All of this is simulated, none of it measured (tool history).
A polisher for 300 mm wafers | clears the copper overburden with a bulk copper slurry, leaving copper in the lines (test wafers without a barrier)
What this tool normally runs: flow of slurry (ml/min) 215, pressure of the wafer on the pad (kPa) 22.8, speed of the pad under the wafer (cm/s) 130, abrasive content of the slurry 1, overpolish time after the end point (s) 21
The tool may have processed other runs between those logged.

run	day	flow of slurry (ml/min)	pressure of the wafer on the pad (kPa)	speed of the pad under the wafer (cm/s)	abrasive content of the slurry	overpolish time after the end point (s)	incoming thickness of the incoming film, nm	time until the end point was called (s)	dishing of a wide line in a test structure (angstrom)
1	0	215	22.8	130	1	21	807.1	55.5	1047
# day 0.204: worn pad replaced by a new one
# day 0.825: slurry blender recalibrated
2	0.933	215	22.8	130	1	21	798.7	54.9	1072
3	1.638	215	22.8	130	1	21	786.5	54.1	1075
4	3.583	180	22.8	130	1	21	789.9	55.6	1045
5	4.383	180	22.8	130	1	21	804.3	57.4	1047
# day 5.458: worn pad replaced by a new one
6	5.479	180	22.8	130	1	21	779.7	56.4	1057
# day 6.35: slurry blender recalibrated
7	8.758	240	22.8	130	1	21	787.1	52.9	1043
8	9.896	215	22.8	130	0.8	21	795.8	59.4	1038
# day 10.525: slurry nozzle cleaned
# day 11.004: worn pad replaced by a new one
9	11.217	215	22.8	130	0.8	21	799.4	59.6	1016
10	11.912	215	22.8	130	1	21	785.1	54.1	1052
# day 12.779: slurry blender recalibrated
11	12.838	215	22.8	130	1	21	781.3	54.3	1052
12	13.458	255	22.8	130	1.05	21	786.2	53.3	1061
13	14.7	255	22.8	130	1.05	21	794.9	54	1055
# day 15.196: head pressure recalibrated
14	15.433	250	22.8	130	1	21	805.1	47.3	1128
# day 17.183: worn pad replaced by a new one
15	17.404	215	22.8	130	0.9	15	773.9	47.2	977
16	18.042	215	22.8	130	1	21	804.3	49.7	1119
# day 18.308: slurry blender recalibrated
17	19.104	215	22.8	172	1	21	797.2	39.8	1174
18	19.65	215	22.8	130	1	21	795.4	48.8	1111
19	20.592	215	29	130	0.9	21	779.7	38.9	1252
20	21.675	175	22.8	130	1.15	21	799	50.4	1127
21	22.588	215	22.8	130	1	21	790.9	48.4	1081
# day 22.871: worn pad replaced by a new one
22	23.221	215	22.8	130	1	21	780.3	49.4	1122
# day 23.488: slurry blender recalibrated
23	23.9	185	22.8	130	0.8	21	791.6	55.5	1082
24	24.742	175	14.5	130	1.25	28	790.2	75.9	944
25	25.925	215	17.9	130	1	27	787.6	63.3	1040
26	26.988	215	22.8	142	1	14	792.6	47.9	990
# day 28.321: worn pad replaced by a new one
27	28.342	215	22.8	130	1	32	775.9	48.3	1194

Alternative continuations, all from the tool just after run 27; predict every row:
A	28.358	215	22.8	130	1	21	790.5	?	?
B	28.358	140	29.6	160	0.7	21	790.5	?	?
C	28.358	215	22.8	88	1.3	31	790.5	?	?
D	28.358	215	22.8	130	0.85	29	790.5	?	?

run	time until the end point was called (s)	dishing of a wide line in a test structure (angstrom)
A	50.8	1119
B	39	1269
C	61.3	1181
D	52.9	1202
Without the tool's unlogged condition, the same runs would have read:
run	time until the end point was called (s)	dishing of a wide line in a test structure (angstrom)
A	48.4	1146
B	37.2	1295
C	58.5	1207
D	50.5	1227
